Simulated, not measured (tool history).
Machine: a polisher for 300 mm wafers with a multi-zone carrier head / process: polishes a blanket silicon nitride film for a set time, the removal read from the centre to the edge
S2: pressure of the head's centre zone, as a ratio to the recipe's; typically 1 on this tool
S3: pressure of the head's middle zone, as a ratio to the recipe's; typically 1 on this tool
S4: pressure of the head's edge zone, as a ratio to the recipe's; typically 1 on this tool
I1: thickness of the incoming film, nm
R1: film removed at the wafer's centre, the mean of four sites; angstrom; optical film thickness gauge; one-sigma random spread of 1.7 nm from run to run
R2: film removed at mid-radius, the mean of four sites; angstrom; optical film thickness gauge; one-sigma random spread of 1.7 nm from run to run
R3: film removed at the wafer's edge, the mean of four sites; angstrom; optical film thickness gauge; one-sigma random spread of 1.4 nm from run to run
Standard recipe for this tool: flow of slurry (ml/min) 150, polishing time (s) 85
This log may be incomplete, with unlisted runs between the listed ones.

{"run": 1, "hour": 0.0, "flow of slurry (ml/min)": 150, "S2": 1, "S3": 1.06, "S4": 0.91, "polishing time (s)": 85, "I1": 927.1, "R1": 1446, "R2": 1537, "R3": 1434}
{"run": 2, "hour": 14.0, "flow of slurry (ml/min)": 150, "S2": 1, "S3": 1.06, "S4": 0.91, "polishing time (s)": 85, "I1": 940.9, "R1": 1454, "R2": 1545, "R3": 1437}
{"hour": 35.3, "done": "slurry nozzle cleaned"}
{"hour": 36.4, "done": "centre zone pressure recalibrated"}
{"run": 3, "hour": 36.9, "flow of slurry (ml/min)": 150, "S2": 1, "S3": 1, "S4": 1, "polishing time (s)": 85, "I1": 936.6, "R1": 1553, "R2": 1529, "R3": 1592}
{"hour": 64.9, "done": "worn pad replaced by a new one"}
{"run": 4, "hour": 66.9, "flow of slurry (ml/min)": 150, "S2": 1, "S3": 1, "S4": 1, "polishing time (s)": 85, "I1": 918.3, "R1": 1601, "R2": 1597, "R3": 1632}
{"run": 5, "hour": 86.4, "flow of slurry (ml/min)": 150, "S2": 1, "S3": 1, "S4": 1, "polishing time (s)": 85, "I1": 912.4, "R1": 1621, "R2": 1567, "R3": 1627}
{"run": 6, "hour": 103.1, "flow of slurry (ml/min)": 125, "S2": 1, "S3": 0.91, "S4": 0.92, "polishing time (s)": 68, "I1": 943.2, "R1": 1206, "R2": 1110, "R3": 1187}
{"hour": 125.5, "done": "carrier head's membrane replaced by a new one"}
{"run": 7, "hour": 138.6, "flow of slurry (ml/min)": 150, "S2": 1, "S3": 1, "S4": 1, "polishing time (s)": 66, "I1": 938.4, "R1": 1195, "R2": 1205, "R3": 1224}
{"run": 8, "hour": 158.8, "flow of slurry (ml/min)": 150, "S2": 0.89, "S3": 1, "S4": 0.94, "polishing time (s)": 85, "I1": 928.5, "R1": 1351, "R2": 1526, "R3": 1524}
{"run": 9, "hour": 235.8, "flow of slurry (ml/min)": 100, "S2": 1, "S3": 1, "S4": 0.89, "polishing time (s)": 106, "I1": 923.3, "R1": 1459, "R2": 1517, "R3": 1569}
{"hour": 249.3, "done": "worn pad replaced by a new one"}
{"run": 10, "hour": 267.8, "flow of slurry (ml/min)": 150, "S2": 1, "S3": 1, "S4": 1, "polishing time (s)": 85, "I1": 927.8, "R1": 1479, "R2": 1507, "R3": 1547}
{"run": 11, "hour": 298.4, "flow of slurry (ml/min)": 150, "S2": 1, "S3": 1, "S4": 1.07, "polishing time (s)": 85, "I1": 926.2, "R1": 1454, "R2": 1439, "R3": 1579}
{"hour": 303.1, "done": "edge zone pressure recalibrated"}
{"hour": 317.7, "done": "slurry nozzle cleaned"}
{"run": 12, "hour": 318.3, "flow of slurry (ml/min)": 150, "S2": 1, "S3": 1, "S4": 1.07, "polishing time (s)": 111, "I1": 933.9, "R1": 2097, "R2": 2088, "R3": 2182}
{"run": 13, "hour": 336.8, "flow of slurry (ml/min)": 150, "S2": 1, "S3": 1, "S4": 1, "polishing time (s)": 85, "I1": 915.1, "R1": 1606, "R2": 1565, "R3": 1639}
{"run": 14, "hour": 353.0, "flow of slurry (ml/min)": 150, "S2": 0.94, "S3": 0.95, "S4": 1, "polishing time (s)": 111, "I1": 916.1, "R1": 1923, "R2": 1931, "R3": 2072}
{"run": 15, "hour": 421.2, "flow of slurry (ml/min)": 150, "S2": 1, "S3": 1, "S4": 0.93, "polishing time (s)": 61, "I1": 929.5, "R1": 1032, "R2": 1060, "R3": 1048}
{"hour": 432.6, "done": "worn pad replaced by a new one"}
{"run": 16, "hour": 456.4, "flow of slurry (ml/min)": 150, "S2": 1, "S3": 1.06, "S4": 1, "polishing time (s)": 85, "I1": 927.7, "R1": 1533, "R2": 1580, "R3": 1560}
{"run": 17, "hour": 472.5, "flow of slurry (ml/min)": 185, "S2": 1, "S3": 1, "S4": 1, "polishing time (s)": 115, "I1": 933.9, "R1": 2187, "R2": 2184, "R3": 2223}
{"run": 18, "hour": 500.3, "flow of slurry (ml/min)": 150, "S2": 1, "S3": 1, "S4": 1, "polishing time (s)": 85, "I1": 925.3, "R1": 1494, "R2": 1465, "R3": 1544}
{"run": 19, "hour": 523.1, "flow of slurry (ml/min)": 185, "S2": 1, "S3": 1, "S4": 1, "polishing time (s)": 85, "I1": 923.3, "R1": 1526, "R2": 1547, "R3": 1571}
{"run": 20, "hour": 539.8, "flow of slurry (ml/min)": 195, "S2": 0.92, "S3": 1.04, "S4": 1, "polishing time (s)": 85, "I1": 931.6, "R1": 1434, "R2": 1593, "R3": 1565}
{"run": 21, "hour": 552.4, "flow of slurry (ml/min)": 150, "S2": 0.9, "S3": 1, "S4": 1, "polishing time (s)": 85, "I1": 939.7, "R1": 1268, "R2": 1416, "R3": 1502}
{"run": 22, "hour": 586.1, "flow of slurry (ml/min)": 150, "S2": 1, "S3": 1, "S4": 1, "polishing time (s)": 85, "I1": 944.8, "R1": 1361, "R2": 1377, "R3": 1453}
{"run": 23, "hour": 603.2, "flow of slurry (ml/min)": 150, "S2": 1.1, "S3": 1, "S4": 1, "polishing time (s)": 112, "I1": 928.5, "R1": 1943, "R2": 1743, "R3": 1852}

Hidden state, per run?
deviation of the centre zone's pressure from its setpoint, %: 0 across all the runs
deviation of the edge zone's pressure from its setpoint, %: 0 across all the runs
H1: removal rate lost through wear of the pad, %
H2: slurry flow missing at the pad, %
run=1 H1=2.91 H2=25.1
run=2 H1=3.6 H2=26.6
run=3 H1=4.9 H2=2.3
run=4 H1=0.218 H2=5.68
run=5 H1=0.315 H2=7.88
run=6 H1=0.525 H2=9.76
run=7 H1=1.36 H2=13.8
run=8 H1=2.08 H2=16
run=9 H1=6.38 H2=24.7
run=10 H1=0.18 H2=28.3
run=11 H1=0.617 H2=31.8
run=12 H1=1.11 H2=4.92
run=13 H1=1.72 H2=7
run=14 H1=2.38 H2=8.83
run=15 H1=6.35 H2=16.5
run=16 H1=0.563 H2=20.5
run=17 H1=0.779 H2=22.3
run=18 H1=1.41 H2=25.4
run=19 H1=2.17 H2=28
run=20 H1=2.87 H2=29.9
run=21 H1=3.47 H2=31.3
run=22 H1=5.41 H2=35.1
run=23 H1=6.58 H2=37

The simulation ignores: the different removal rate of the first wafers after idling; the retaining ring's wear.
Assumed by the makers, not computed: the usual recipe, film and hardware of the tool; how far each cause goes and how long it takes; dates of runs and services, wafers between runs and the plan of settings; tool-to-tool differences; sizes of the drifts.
